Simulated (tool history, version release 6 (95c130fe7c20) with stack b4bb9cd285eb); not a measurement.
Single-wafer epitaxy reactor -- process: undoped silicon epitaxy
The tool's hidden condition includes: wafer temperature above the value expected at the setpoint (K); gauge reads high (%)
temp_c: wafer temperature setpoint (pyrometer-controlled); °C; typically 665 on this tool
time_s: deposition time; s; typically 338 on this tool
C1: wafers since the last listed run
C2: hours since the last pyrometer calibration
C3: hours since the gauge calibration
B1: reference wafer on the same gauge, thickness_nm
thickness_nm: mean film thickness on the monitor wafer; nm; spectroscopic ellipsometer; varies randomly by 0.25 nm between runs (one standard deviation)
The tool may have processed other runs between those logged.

run 1 hour=0 | temp_c=665 time_s=338 | C1=0 C2=2031.6 C3=264.2 | B1=70.748 | thickness_nm=69.217
run 2 hour=44.5 | temp_c=665 time_s=292 | C1=288 C2=2076.1 C3=308.7 | B1=70.762 | thickness_nm=59.932
run 3 hour=144.6 | temp_c=665 time_s=292 | C1=649 C2=2176.2 C3=408.8 | B1=70.812 | thickness_nm=59.906
run 4 hour=199.6 | temp_c=665 time_s=292 | C1=357 C2=2231.2 C3=463.8 | B1=70.788 | thickness_nm=59.745
run 5 hour=276.5 | temp_c=658 time_s=338 | C1=499 C2=2308.1 C3=540.7 | B1=70.827 | thickness_nm=60.777
run 6 hour=356.9 | temp_c=658 time_s=338 | C1=521 C2=2388.5 C3=621.1 | B1=70.818 | thickness_nm=60.495
run 7 hour=426.2 | temp_c=665 time_s=338 | C1=449 C2=2457.8 C3=690.4 | B1=70.77 | thickness_nm=69.159
run 8 hour=471.1 | temp_c=665 time_s=338 | C1=291 C2=2502.7 C3=735.3 | B1=70.815 | thickness_nm=69.125
run 9 hour=544 | temp_c=665 time_s=338 | C1=473 C2=2575.6 C3=808.2 | B1=70.806 | thickness_nm=68.476
-- hour=605.4 gauge calibrated
run 10 hour=637.5 | temp_c=665 time_s=338 | C1=607 C2=2669.1 C3=32.1 | B1=70.821 | thickness_nm=68.896
-- hour=725.8 pyrometer calibrated
run 11 hour=726.3 | temp_c=671 time_s=315 | C1=524 C2=0.5 C3=120.9 | B1=70.818 | thickness_nm=77.361
run 12 hour=806 | temp_c=673 time_s=305 | C1=517 C2=80.2 C3=200.6 | B1=70.785 | thickness_nm=76.485
run 13 hour=859.7 | temp_c=654 time_s=316 | C1=348 C2=133.9 C3=254.3 | B1=70.787 | thickness_nm=55.789
run 14 hour=925.7 | temp_c=665 time_s=338 | C1=428 C2=199.9 C3=320.3 | B1=70.86 | thickness_nm=72.979
run 15 hour=1021.8 | temp_c=665 time_s=338 | C1=623 C2=296 C3=416.4 | B1=70.787 | thickness_nm=72.726
run 16 hour=1083.5 | temp_c=674 time_s=373 | C1=400 C2=357.7 C3=478.1 | B1=70.828 | thickness_nm=93.485
run 17 hour=1150.8 | temp_c=665 time_s=338 | C1=436 C2=425 C3=545.4 | B1=70.822 | thickness_nm=71.772
run 18 hour=1238.9 | temp_c=655 time_s=273 | C1=571 C2=513.1 C3=633.5 | B1=70.814 | thickness_nm=47.792

Expected results for the next run?
run 19 hour=1304.3 | temp_c=654 time_s=282 | C1=424 C2=578.5 C3=698.9 | B1=? | thickness_nm=?

B1: 70.785
thickness_nm: 48.503 nm
Had the tool carried no hidden state, the very same run would have given thickness_nm 50.087 nm.
